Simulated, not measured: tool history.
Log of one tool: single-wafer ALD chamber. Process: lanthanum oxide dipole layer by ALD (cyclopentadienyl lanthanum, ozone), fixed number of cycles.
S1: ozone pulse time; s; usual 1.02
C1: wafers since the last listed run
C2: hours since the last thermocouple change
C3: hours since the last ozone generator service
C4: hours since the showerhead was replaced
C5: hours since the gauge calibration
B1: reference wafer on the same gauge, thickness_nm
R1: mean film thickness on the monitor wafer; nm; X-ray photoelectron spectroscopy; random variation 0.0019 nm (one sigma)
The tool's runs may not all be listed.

run 1 hour=0 | S1=1.29 | C1=0 C2=894 C3=263.1 C4=2387.6 C5=1624.6 | B1=0.463 | R1=0.544
run 2 hour=99.7 | S1=1.29 | C1=1667 C2=993.7 C3=362.8 C4=2487.3 C5=1724.3 | B1=0.463 | R1=0.55
run 3 hour=181.5 | S1=1.29 | C1=1367 C2=1075.5 C3=444.6 C4=2569.1 C5=1806.1 | B1=0.463 | R1=0.546
run 4 hour=284.7 | S1=1.02 | C1=1725 C2=1178.7 C3=547.8 C4=2672.3 C5=1909.3 | B1=0.463 | R1=0.508
run 5 hour=327.4 | S1=1.02 | C1=714 C2=1221.4 C3=590.5 C4=2715 C5=1952 | B1=0.463 | R1=0.51
-- hour=342.8 ozone generator serviced
run 6 hour=412 | S1=1.02 | C1=1280 C2=1306 C3=69.2 C4=2799.6 C5=2036.6 | B1=0.463 | R1=0.519
run 7 hour=477.1 | S1=1.02 | C1=1088 C2=1371.1 C3=134.3 C4=2864.7 C5=2101.7 | B1=0.463 | R1=0.517
-- hour=546.1 thermocouple changed; heater temperature recalibrated
run 8 hour=577.5 | S1=1.02 | C1=1545 C2=31.4 C3=234.7 C4=2965.1 C5=2202.1 | B1=0.463 | R1=0.519
run 9 hour=636.7 | S1=1.02 | C1=989 C2=90.6 C3=293.9 C4=3024.3 C5=2261.3 | B1=0.463 | R1=0.517
-- hour=695.1 gauge calibrated
run 10 hour=732.6 | S1=1.02 | C1=1603 C2=186.5 C3=389.8 C4=3120.2 C5=37.5 | B1=0.463 | R1=0.514
run 11 hour=825.1 | S1=1.02 | C1=1546 C2=279 C3=482.3 C4=3212.7 C5=130 | B1=0.463 | R1=0.51
-- hour=887.2 ozone generator serviced
run 12 hour=897.8 | S1=1.02 | C1=1081 C2=351.7 C3=10.6 C4=3285.4 C5=202.7 | B1=0.463 | R1=0.517
run 13 hour=975.4 | S1=1.02 | C1=1297 C2=429.3 C3=88.2 C4=3363 C5=280.3 | B1=0.463 | R1=0.515
run 14 hour=1059.7 | S1=0.77 | C1=1409 C2=513.6 C3=172.5 C4=3447.3 C5=364.6 | B1=0.463 | R1=0.466
run 15 hour=1103.8 | S1=0.62 | C1=737 C2=557.7 C3=216.6 C4=3491.4 C5=408.7 | B1=0.463 | R1=0.427
run 16 hour=1180.7 | S1=1.2 | C1=1285 C2=634.6 C3=293.5 C4=3568.3 C5=485.6 | B1=0.463 | R1=0.535
run 17 hour=1271.3 | S1=1.29 | C1=1515 C2=725.2 C3=384.1 C4=3658.9 C5=576.2 | B1=0.463 | R1=0.547
run 18 hour=1377.4 | S1=1.31 | C1=1774 C2=831.3 C3=490.2 C4=3765 C5=682.3 | B1=0.463 | R1=0.549
run 19 hour=1458.6 | S1=0.67 | C1=1357 C2=912.5 C3=571.4 C4=3846.2 C5=763.5 | B1=0.463 | R1=0.435
run 20 hour=1532.3 | S1=1.14 | C1=1232 C2=986.2 C3=645.1 C4=3919.9 C5=837.2 | B1=0.463 | R1=0.525
-- hour=1543.9 ozone generator serviced
-- hour=1627.4 showerhead replaced
run 21 hour=1630.7 | S1=1.15 | C1=1377 C2=1084.6 C3=86.8 C4=3.3 C5=935.6 | B1=0.463 | R1=0.535
run 22 hour=1675.5 | S1=0.8 | C1=749 C2=1129.4 C3=131.6 C4=48.1 C5=980.4 | B1=0.463 | R1=0.476
-- hour=1749.6 thermocouple changed; heater temperature recalibrated
run 23 hour=1753.5 | S1=1.02 | C1=1170 C2=3.9 C3=209.6 C4=126.1 C5=1058.4 | B1=0.463 | R1=0.519
run 24 hour=1858.5 | S1=1.02 | C1=1755 C2=108.9 C3=314.6 C4=231.1 C5=1163.4 | B1=0.463 | R1=0.514
run 25 hour=1955.9 | S1=0.71 | C1=1628 C2=206.3 C3=412 C4=328.5 C5=1260.8 | B1=0.463 | R1=0.449
run 26 hour=2059.9 | S1=1.02 | C1=1739 C2=310.3 C3=516 C4=432.5 C5=1364.8 | B1=0.463 | R1=0.511
-- hour=2137.2 ozone generator serviced
run 27 hour=2137.7 | S1=0.85 | C1=1167 C2=388.1 C3=0.5 C4=510.3 C5=1442.6 | B1=0.463 | R1=0.488
run 28 hour=2205.8 | S1=0.64 | C1=1138 C2=456.2 C3=68.6 C4=578.4 C5=1510.7 | B1=0.463 | R1=0.435
run 29 hour=2295.8 | S1=1.02 | C1=1505 C2=546.2 C3=158.6 C4=668.4 C5=1600.7 | B1=0.463 | R1=0.518

What the log doesn't show, run by run:
wafer temperature above the value expected at the setpoint (K): 0 in every run
gauge reads high (%): 0 in every run
H1: ozone dose above that of a generator just serviced (%)
run=1 H1=-3.17
run=2 H1=-4.19
run=3 H1=-5.03
run=4 H1=-6.09
run=5 H1=-6.53
run=6 H1=-1.51
run=7 H1=-2.18
run=8 H1=-3.21
run=9 H1=-3.81
run=10 H1=-4.8
run=11 H1=-5.75
run=12 H1=-0.403
run=13 H1=-1.2
run=14 H1=-2.06
run=15 H1=-2.52
run=16 H1=-3.31
run=17 H1=-4.23
run=18 H1=-5.32
run=19 H1=-6.16
run=20 H1=-6.91
run=21 H1=-1.15
run=22 H1=-1.61
run=23 H1=-2.41
run=24 H1=-3.48
run=25 H1=-4.48
run=26 H1=-5.55
run=27 H1=-0.487
run=28 H1=-1.19
run=29 H1=-2.11

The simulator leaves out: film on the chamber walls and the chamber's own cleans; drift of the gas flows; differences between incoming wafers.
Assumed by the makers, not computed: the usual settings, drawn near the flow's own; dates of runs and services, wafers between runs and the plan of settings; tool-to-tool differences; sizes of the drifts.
